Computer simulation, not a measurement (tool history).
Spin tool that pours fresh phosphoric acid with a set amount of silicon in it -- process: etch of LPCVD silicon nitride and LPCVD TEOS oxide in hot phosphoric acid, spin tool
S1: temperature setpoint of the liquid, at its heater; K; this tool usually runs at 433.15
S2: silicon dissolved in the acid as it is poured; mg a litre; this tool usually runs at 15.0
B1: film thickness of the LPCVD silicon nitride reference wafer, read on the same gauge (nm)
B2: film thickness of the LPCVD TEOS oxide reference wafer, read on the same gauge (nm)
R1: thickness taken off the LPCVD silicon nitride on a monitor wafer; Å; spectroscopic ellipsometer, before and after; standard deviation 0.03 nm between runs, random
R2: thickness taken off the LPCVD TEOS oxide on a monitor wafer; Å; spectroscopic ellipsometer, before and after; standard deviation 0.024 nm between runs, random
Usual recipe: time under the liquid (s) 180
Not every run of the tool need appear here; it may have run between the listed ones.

{"run": 1, "hour": 0.0, "S1": 432.65, "S2": 15.0, "time under the liquid (s)": 180, "B1": 30.01, "B2": 30.006, "R1": 117.3, "R2": 1.76}
{"run": 2, "hour": 14.9, "S1": 433.15, "S2": 7.0, "time under the liquid (s)": 180, "B1": 29.99, "B2": 30.003, "R1": 120.1, "R2": 1.93}
{"run": 3, "hour": 27.5, "S1": 433.15, "S2": 7.0, "time under the liquid (s)": 180, "B1": 29.98, "B2": 29.946, "R1": 120.3, "R2": 2.36}
{"run": 4, "hour": 38.7, "S1": 433.15, "S2": 7.0, "time under the liquid (s)": 180, "B1": 30.01, "B2": 30.004, "R1": 119.6, "R2": 2.21}
{"run": 5, "hour": 46.8, "S1": 433.15, "S2": 15.0, "time under the liquid (s)": 180, "B1": 29.99, "B2": 29.971, "R1": 119.4, "R2": 1.79}
{"run": 6, "hour": 57.8, "S1": 433.15, "S2": 15.0, "time under the liquid (s)": 180, "B1": 30.01, "B2": 29.982, "R1": 119.7, "R2": 1.82}
{"run": 7, "hour": 71.8, "S1": 433.15, "S2": 15.0, "time under the liquid (s)": 180, "B1": 29.99, "B2": 29.969, "R1": 119.2, "R2": 1.79}
{"run": 8, "hour": 88.0, "S1": 433.15, "S2": 15.0, "time under the liquid (s)": 180, "B1": 30.02, "B2": 29.936, "R1": 118.2, "R2": 1.6}
{"hour": 99.4, "done": "dissolved silicon flow meter replaced"}
{"run": 9, "hour": 105.7, "S1": 433.15, "S2": 15.0, "time under the liquid (s)": 180, "B1": 30.0, "B2": 29.969, "R1": 118.5, "R2": 1.77}
{"run": 10, "hour": 115.7, "S1": 433.15, "S2": 15.0, "time under the liquid (s)": 180, "B1": 29.99, "B2": 29.996, "R1": 117.9, "R2": 2.0}
{"run": 11, "hour": 133.2, "S1": 433.15, "S2": 15.0, "time under the liquid (s)": 180, "B1": 30.0, "B2": 29.993, "R1": 118.0, "R2": 2.0}
{"hour": 138.3, "done": "heated supply line repaired"}
{"run": 12, "hour": 140.9, "S1": 431.65, "S2": 15.0, "time under the liquid (s)": 180, "B1": 29.98, "B2": 30.022, "R1": 130.7, "R2": 1.92}
{"run": 13, "hour": 153.9, "S1": 433.15, "S2": 15.0, "time under the liquid (s)": 180, "B1": 30.0, "B2": 30.01, "R1": 137.3, "R2": 2.5}
{"run": 14, "hour": 163.9, "S1": 434.15, "S2": 15.0, "time under the liquid (s)": 80, "B1": 30.02, "B2": 29.957, "R1": 63.2, "R2": 1.22}
{"hour": 189.3, "done": "gauge calibrated"}
{"hour": 199.3, "done": "thermometer replaced"}
{"run": 15, "hour": 212.8, "S1": 436.15, "S2": 23.0, "time under the liquid (s)": 90, "B1": 29.99, "B2": 30.007, "R1": 81.7, "R2": 1.29}
{"run": 16, "hour": 227.3, "S1": 434.15, "S2": 15.0, "time under the liquid (s)": 180, "B1": 29.99, "B2": 29.976, "R1": 152.8, "R2": 2.95}
{"run": 17, "hour": 239.7, "S1": 430.65, "S2": 3.0, "time under the liquid (s)": 260, "B1": 30.01, "B2": 30.035, "R1": 195.4, "R2": 4.67}
{"run": 18, "hour": 251.5, "S1": 433.15, "S2": 21.5, "time under the liquid (s)": 180, "B1": 30.0, "B2": 29.986, "R1": 147.1, "R2": 2.23}
{"run": 19, "hour": 263.7, "S1": 433.15, "S2": 15.0, "time under the liquid (s)": 180, "B1": 29.98, "B2": 29.966, "R1": 147.1, "R2": 2.73}
{"run": 20, "hour": 273.7, "S1": 432.15, "S2": 15.0, "time under the liquid (s)": 150, "B1": 30.0, "B2": 29.965, "R1": 118.1, "R2": 1.8}
{"run": 21, "hour": 280.7, "S1": 433.15, "S2": 24.0, "time under the liquid (s)": 180, "B1": 29.97, "B2": 29.973, "R1": 147.1, "R2": 2.01}
{"run": 22, "hour": 297.3, "S1": 431.15, "S2": 22.5, "time under the liquid (s)": 130, "B1": 30.04, "B2": 29.995, "R1": 98.8, "R2": 1.35}

What was the tool's hidden state at every run in the log?
dissolved silicon flow below the setpoint (%): 0 across all the runs
gauge reads high (%): 0 across all the runs
H1: liquid colder than its thermometer reads (K)
H2: temperature lost on the way to the wafer (K)
run=1 H1=2.28 H2=3.78
run=2 H1=2.29 H2=3.81
run=3 H1=2.3 H2=3.83
run=4 H1=2.31 H2=3.85
run=5 H1=2.32 H2=3.87
run=6 H1=2.33 H2=3.89
run=7 H1=2.34 H2=3.92
run=8 H1=2.36 H2=3.95
run=9 H1=2.37 H2=3.98
run=10 H1=2.38 H2=4
run=11 H1=2.4 H2=4.04
run=12 H1=2.41 H2=0.132
run=13 H1=2.42 H2=0.157
run=14 H1=2.43 H2=0.176
run=15 H1=0.176 H2=0.271
run=16 H1=0.189 H2=0.3
run=17 H1=0.201 H2=0.324
run=18 H1=0.212 H2=0.347
run=19 H1=0.223 H2=0.371
run=20 H1=0.232 H2=0.39
run=21 H1=0.239 H2=0.404
run=22 H1=0.254 H2=0.436

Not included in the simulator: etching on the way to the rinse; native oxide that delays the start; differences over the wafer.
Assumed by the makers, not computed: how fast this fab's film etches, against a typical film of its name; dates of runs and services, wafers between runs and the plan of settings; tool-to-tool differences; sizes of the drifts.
